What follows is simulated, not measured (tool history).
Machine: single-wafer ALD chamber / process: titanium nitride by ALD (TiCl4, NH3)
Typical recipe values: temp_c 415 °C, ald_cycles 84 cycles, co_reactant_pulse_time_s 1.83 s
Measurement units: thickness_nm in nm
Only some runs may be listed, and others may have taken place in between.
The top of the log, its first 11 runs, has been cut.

| run | day | temp_c | ald_cycles | co_reactant_pulse_time_s | wafers since the last listed run | hours since the last thermocouple change | hours since the showerhead was replaced | hours since the gauge calibration | read-back reference wafer on the same gauge, thickness_nm | thickness_nm |
|---|---|---|---|---|---|---|---|---|---|---|
| 12 | 16.804 | 415 | 73 | 1.83 | 130 | 1480.6 | 5858.2 | 634.8 | 1.595 | 1.401 |
| 13 | 17.571 | 415 | 84 | 2.00 | 78 | 1499.0 | 5876.6 | 653.2 | 1.595 | 1.613 |
| 14 | 18.358 | 410 | 84 | 1.83 | 80 | 1517.9 | 5895.5 | 672.1 | 1.594 | 1.600 |
| 15 | 19.312 | 410 | 84 | 1.83 | 97 | 1540.8 | 5918.4 | 695.0 | 1.593 | 1.595 |
| 16 | 20.025 | 415 | 84 | 1.83 | 72 | 1557.9 | 5935.5 | 712.1 | 1.591 | 1.599 |
|  | 20.629 | gauge calibrated |
| 17 | 21.304 | 415 | 74 | 1.83 | 130 | 1588.6 | 5966.2 | 16.2 | 1.624 | 1.442 |
| 18 | 22.625 | 415 | 74 | 1.83 | 134 | 1620.3 | 5997.9 | 47.9 | 1.623 | 1.443 |
|  | 23.871 | thermocouple changed; heater temperature recalibrated |
| 19 | 23.892 | 415 | 74 | 1.83 | 95 | 0.5 | 6028.3 | 78.3 | 1.619 | 1.436 |
| 20 | 25.104 | 415 | 84 | 1.11 | 123 | 29.6 | 6057.4 | 107.4 | 1.619 | 1.590 |
| 21 | 26.442 | 424 | 94 | 1.21 | 136 | 61.7 | 6089.5 | 139.5 | 1.617 | 1.796 |
| 22 | 27.017 | 415 | 84 | 1.83 | 58 | 75.5 | 6103.3 | 153.3 | 1.617 | 1.634 |
| 23 | 27.533 | 408 | 89 | 1.83 | 52 | 87.9 | 6115.7 | 165.7 | 1.616 | 1.726 |
| 24 | 28.588 | 415 | 71 | 1.83 | 107 | 113.2 | 6141.0 | 191.0 | 1.615 | 1.377 |
| 25 | 29.800 | 429 | 90 | 1.83 | 123 | 142.3 | 6170.1 | 220.1 | 1.613 | 1.749 |

Forecast run 26:
| 26 | 30.375 | 403 | 69 | 2.06 | 58 | 156.1 | 6183.9 | 233.9 | ? | ? |

Run 26 produced read-back reference wafer on the same gauge, thickness_nm 1.612, thickness_nm 1.333 nm.
Were there no unlogged condition in the tool, this run, its random variation unchanged, would have produced thickness_nm 1.348 nm.
